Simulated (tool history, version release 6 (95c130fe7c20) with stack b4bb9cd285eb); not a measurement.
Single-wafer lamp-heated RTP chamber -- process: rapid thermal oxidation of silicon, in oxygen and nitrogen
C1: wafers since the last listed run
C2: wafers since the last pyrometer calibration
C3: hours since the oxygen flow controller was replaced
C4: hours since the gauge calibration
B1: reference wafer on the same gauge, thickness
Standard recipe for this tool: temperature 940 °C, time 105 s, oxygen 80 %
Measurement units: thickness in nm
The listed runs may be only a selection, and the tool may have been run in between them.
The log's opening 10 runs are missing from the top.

{"run": 11, "hour": 581.8, "temperature": 940, "time": 105, "oxygen": 80, "C1": 514, "C2": 6499, "C3": 5937.0, "C4": 2594.8, "B1": 4.399, "thickness": 4.486}
{"run": 12, "hour": 652.7, "temperature": 940, "time": 105, "oxygen": 80, "C1": 719, "C2": 7218, "C3": 6007.9, "C4": 2665.7, "B1": 4.4, "thickness": 4.494}
{"hour": 656.8, "done": "gauge calibrated"}
{"run": 13, "hour": 695.1, "temperature": 940, "time": 82, "oxygen": 80, "C1": 430, "C2": 7649, "C3": 6050.3, "C4": 38.3, "B1": 4.401, "thickness": 4.06}
{"run": 14, "hour": 730.1, "temperature": 940, "time": 105, "oxygen": 80, "C1": 355, "C2": 8004, "C3": 6085.3, "C4": 73.3, "B1": 4.401, "thickness": 4.505}
{"hour": 771.8, "done": "pyrometer window cleaned and pyrometer calibrated"}
{"run": 15, "hour": 777.7, "temperature": 940, "time": 105, "oxygen": 80, "C1": 401, "C2": 59, "C3": 6132.9, "C4": 120.9, "B1": 4.4, "thickness": 4.469}
{"run": 16, "hour": 827.4, "temperature": 922, "time": 63, "oxygen": 80, "C1": 504, "C2": 564, "C3": 6182.6, "C4": 170.6, "B1": 4.4, "thickness": 3.268}
{"run": 17, "hour": 1011.1, "temperature": 940, "time": 105, "oxygen": 80, "C1": 1864, "C2": 2428, "C3": 6366.3, "C4": 354.3, "B1": 4.399, "thickness": 4.462}
{"run": 18, "hour": 1079.1, "temperature": 940, "time": 105, "oxygen": 80, "C1": 690, "C2": 3118, "C3": 6434.3, "C4": 422.3, "B1": 4.4, "thickness": 4.476}
{"run": 19, "hour": 1107.1, "temperature": 940, "time": 105, "oxygen": 80, "C1": 284, "C2": 3402, "C3": 6462.3, "C4": 450.3, "B1": 4.4, "thickness": 4.484}
{"run": 20, "hour": 1137.0, "temperature": 954, "time": 68, "oxygen": 98, "C1": 303, "C2": 3706, "C3": 6492.2, "C4": 480.2, "B1": 4.4, "thickness": 4.424}
{"run": 21, "hour": 1166.5, "temperature": 940, "time": 119, "oxygen": 61, "C1": 299, "C2": 4005, "C3": 6521.7, "C4": 509.7, "B1": 4.4, "thickness": 4.331}
{"run": 22, "hour": 1207.5, "temperature": 940, "time": 77, "oxygen": 80, "C1": 416, "C2": 4421, "C3": 6562.7, "C4": 550.7, "B1": 4.4, "thickness": 3.95}
{"run": 23, "hour": 1385.7, "temperature": 940, "time": 105, "oxygen": 53, "C1": 1808, "C2": 6230, "C3": 6740.9, "C4": 728.9, "B1": 4.4, "thickness": 3.951}
{"hour": 1430.8, "done": "oxygen flow controller replaced"}
{"run": 24, "hour": 1437.8, "temperature": 940, "time": 105, "oxygen": 80, "C1": 447, "C2": 6677, "C3": 7.0, "C4": 781.0, "B1": 4.399, "thickness": 4.48}
{"run": 25, "hour": 1501.9, "temperature": 925, "time": 105, "oxygen": 89, "C1": 650, "C2": 7328, "C3": 71.1, "C4": 845.1, "B1": 4.399, "thickness": 4.163}
{"run": 26, "hour": 1558.6, "temperature": 940, "time": 105, "oxygen": 88, "C1": 575, "C2": 7903, "C3": 127.8, "C4": 901.8, "B1": 4.4, "thickness": 4.647}

Run 27 is up next; what results do you expect?
{"hour": 1602.2, "done": "pyrometer window cleaned and pyrometer calibrated"}
{"run": 27, "hour": 1630.1, "temperature": 918, "time": 149, "oxygen": 57, "C1": 644, "C2": 282, "C3": 199.3, "C4": 973.3, "B1": "?", "thickness": "?"}

{"run 27": {"B1": 4.4, "thickness": 3.971}}
With no hidden state in the tool, this same run would have given thickness 3.969 nm.
